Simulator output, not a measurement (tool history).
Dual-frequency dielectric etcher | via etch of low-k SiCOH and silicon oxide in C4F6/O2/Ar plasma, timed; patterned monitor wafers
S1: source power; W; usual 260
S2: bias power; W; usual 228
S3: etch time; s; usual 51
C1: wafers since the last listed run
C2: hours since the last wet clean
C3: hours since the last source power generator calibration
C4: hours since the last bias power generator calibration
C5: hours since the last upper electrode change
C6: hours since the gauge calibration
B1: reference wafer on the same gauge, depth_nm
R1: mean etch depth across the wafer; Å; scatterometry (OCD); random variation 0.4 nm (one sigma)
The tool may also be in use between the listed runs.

run     day   S1   S2    S3   C1     C2      C3      C4      C5      C6     B1    R1
  1       0  260  228    51    0  461.1  2891.5  3189.1  4131.9      27    128  1081
  2   1.992  260  228    51  499  508.9  2939.3  3236.9  4179.7    74.8    128  1070
      3.329  -- wet clean of the chamber
  3   3.567  260  228    51  144    5.7  2977.1  3274.7  4217.5   112.6  128.1  1102
  4   6.246  230  228    51  672     70  3041.4    3339  4281.8   176.9    128  1044
  5   7.258  230  228    51  254   94.3  3065.7  3363.3  4306.1   201.2    128  1046
  6   8.646  230  228    51  348  127.6    3099  3396.6  4339.4   234.5    128  1047
  7  10.696  260  228    51  514  176.8  3148.2  3445.8  4388.6   283.7    128  1089
  8  12.775  260  228    51  521  226.7  3198.1  3495.7  4438.5   333.6  127.9  1086
  9  14.917  260  260    51  537  278.1  3249.5  3547.1  4489.9     385    128  1171
 10  16.496  260  228    51  396    316  3287.4    3585  4527.8   422.9  128.1  1089
 11  18.596  260  228    51  527  366.4  3337.8  3635.4  4578.2   473.3  127.9  1081
     20.792  -- wet clean of the chamber
 12  20.812  260  228  38.5  305    0.5    3391  3688.6  4631.4   526.5  127.9   836
     22.688  -- source power generator calibrated
 13   22.75  260  228  38.5  444     47     1.5  3735.1  4677.9     573  128.3   829
 14  25.625  260  228  38.5  721    116    70.5  3804.1  4746.9     642  127.9   831
 15  26.825  260  177    51  301  144.8    99.3  3832.9  4775.7   670.8  128.1   950
 16      28  260  210    51  294    173   127.5  3861.1  4803.9     699  128.1  1048
 17  30.446  260  209  37.5  613  231.7   186.2  3919.8  4862.6   757.7    128   767
      31.55  -- upper electrode replaced
 18  33.179  290  250  43.5  434  297.3   251.8  3985.4    39.1   823.3    128  1014
 19  34.212  260  228    51  259  322.1   276.6  4010.2    63.9   848.1  127.9  1082
 20  36.217  260  194    51  502  370.2   324.7  4058.3     112   896.2  128.1   995
 21  37.517  230  272  65.5  326  401.4   355.9  4089.5   143.2   927.4    128  1457
     39.471  -- bias power generator calibrated
     39.862  -- wet clean of the chamber
 22  39.883  300  243  64.5  453    0.5   412.7     9.9     200   984.2    128  1523
 23  40.912  320  245  45.5  258   25.2   437.4    34.6   224.7  1008.9    128  1111
     41.258  -- gauge calibrated
 24  43.233  260  228    51  582   80.9   493.1    90.3   280.4    47.4  128.2  1106
 25  45.679  310  189    51  613  139.6   551.8     149   339.1   106.1    128  1050
 26    48.3  310  281    51  657  202.5   614.7   211.9     402     169    128  1301
 27  49.492  220  228    58  299  231.1   643.3   240.5   430.6   197.6  127.9  1157
 28  51.754  260  228    66  567  285.4   697.6   294.8   484.9   251.9  128.1  1407
 29  52.829  260  228    51  269  311.2   723.4   320.6   510.7   277.7    128  1090

4 ways to go on from here, each from the tool as it stands after run 29. What would each give?
  A  52.846  260  190    51   4  311.6  723.8  321  511.1  278.1   ?   ?
  B  52.846  220  205  63.5   4  311.6  723.8  321  511.1  278.1   ?   ?
  C  52.846  210  228    51   4  311.6  723.8  321  511.1  278.1   ?   ?
  D  52.846  220  267    59   4  311.6  723.8  321  511.1  278.1   ?   ?

run   B1    R1
  A  128   975
  B  128  1188
  C  128   995
  D  128  1276
Without the tool's hidden state the same runs would have given:
run    R1
  A   996
  B  1213
  C  1015
  D  1302
